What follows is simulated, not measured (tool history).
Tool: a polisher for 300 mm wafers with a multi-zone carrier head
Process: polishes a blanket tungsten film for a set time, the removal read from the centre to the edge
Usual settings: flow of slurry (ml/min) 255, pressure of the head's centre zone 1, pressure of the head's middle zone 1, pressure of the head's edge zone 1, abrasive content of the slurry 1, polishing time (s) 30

run,day,flow of slurry (ml/min),pressure of the head's centre zone,pressure of the head's middle zone,pressure of the head's edge zone,abrasive content of the slurry,polishing time (s),wafers since the last listed run,wafers polished on this pad,hours since the slurry nozzle was cleaned,hours since the centre zone pressure was calibrated,hours since the edge zone pressure was calibrated,hours since the carrier head's membrane was replaced,"incoming thickness of the incoming film, nm",film removed at the wafer's centre (Å),film removed at mid-radius (Å),film removed at the wafer's edge (Å)
1,0,255,1.03,0.92,0.89,0.75,30,0,3508,511.5,0.5,496.6,520.5,1001.6,1341,1256,1300
# day 1.067: slurry nozzle cleaned
2,2.762,255,1,1,1,1,30,582,4090,40.7,66.8,562.9,586.8,1007.6,1455,1457,1474
# day 3.154: worn pad replaced by a new one
# day 4.308: carrier head's membrane replaced by a new one
3,4.742,255,0.89,1,1,0.75,38,343,295,88.2,114.3,610.4,10.4,978.2,1590,1681,1704
4,6.767,255,1,1,1.08,1.25,30,433,728,136.8,162.9,659,59,1002.7,1525,1545,1666
5,9.604,210,1,1.05,1,1,30,607,1335,204.9,231,727.1,127.1,997.2,1418,1468,1472
6,11.542,200,1,0.94,1,1.15,33,414,1750,251.4,277.5,773.6,173.6,970.2,1604,1578,1673
7,13.642,255,1,1,1,1,30,449,2199,301.8,327.9,824,224,999.9,1434,1445,1501
# day 15.033: edge zone pressure recalibrated
8,16.521,255,1,1,0.93,0.85,30,598,2798,370.9,397,35.7,293.1,994.9,1371,1377,1389
9,19.046,255,1,1,1,0.9,30,540,3338,431.5,457.6,96.3,353.7,978,1415,1400,1415
10,21.321,255,1,1,1,1.2,30,486,3825,486.1,512.2,150.9,408.3,999.2,1515,1527,1586
# day 21.792: centre zone pressure recalibrated
# day 22.658: slurry nozzle cleaned
# day 23.733: worn pad replaced by a new one
11,24.179,255,1,1.08,0.94,1,30,549,95,36.5,57.3,219.5,476.9,977.8,1438,1527,1450
12,26.162,255,1,1,1,1,30,424,519,84.1,104.9,267.1,524.5,992.9,1447,1440,1490
13,28.767,255,1,1,1,1,30,557,1076,146.6,167.4,329.6,587,995.3,1433,1431,1485
# day 29.933: carrier head's membrane replaced by a new one
14,31.758,255,1,1,1,1,30,595,1672,218.4,239.2,401.4,43.8,989.5,1433,1438,1486
15,33.012,255,0.97,1,1.09,1,27,268,1940,248.5,269.3,431.5,73.9,998.9,1286,1305,1391
16,34.408,210,0.89,1,1,1.1,30,298,2239,282,302.8,465,107.4,987.7,1358,1467,1512
17,36.4,255,1,1,1,1,30,426,2665,329.8,350.6,512.8,155.2,990.2,1450,1447,1500
18,38.892,300,1,1,1,1,30,533,3198,389.6,410.4,572.6,215,1006.7,1471,1482,1512
19,41.658,255,1,1,1,1,30,592,3790,456,476.8,639,281.4,992.7,1441,1436,1499
20,42.833,335,1,1,1,1.1,21,251,4042,484.2,505,667.2,309.6,982.7,1062,1067,1100

What the log doesn't show, run by run:
removal rate lost through wear of the pad, %: 0 in every run
slurry flow missing at the pad, %: 0 in every run
deviation of the centre zone's pressure from its setpoint, %: 0 in every run
deviation of the edge zone's pressure from its setpoint, %: 0 in every run

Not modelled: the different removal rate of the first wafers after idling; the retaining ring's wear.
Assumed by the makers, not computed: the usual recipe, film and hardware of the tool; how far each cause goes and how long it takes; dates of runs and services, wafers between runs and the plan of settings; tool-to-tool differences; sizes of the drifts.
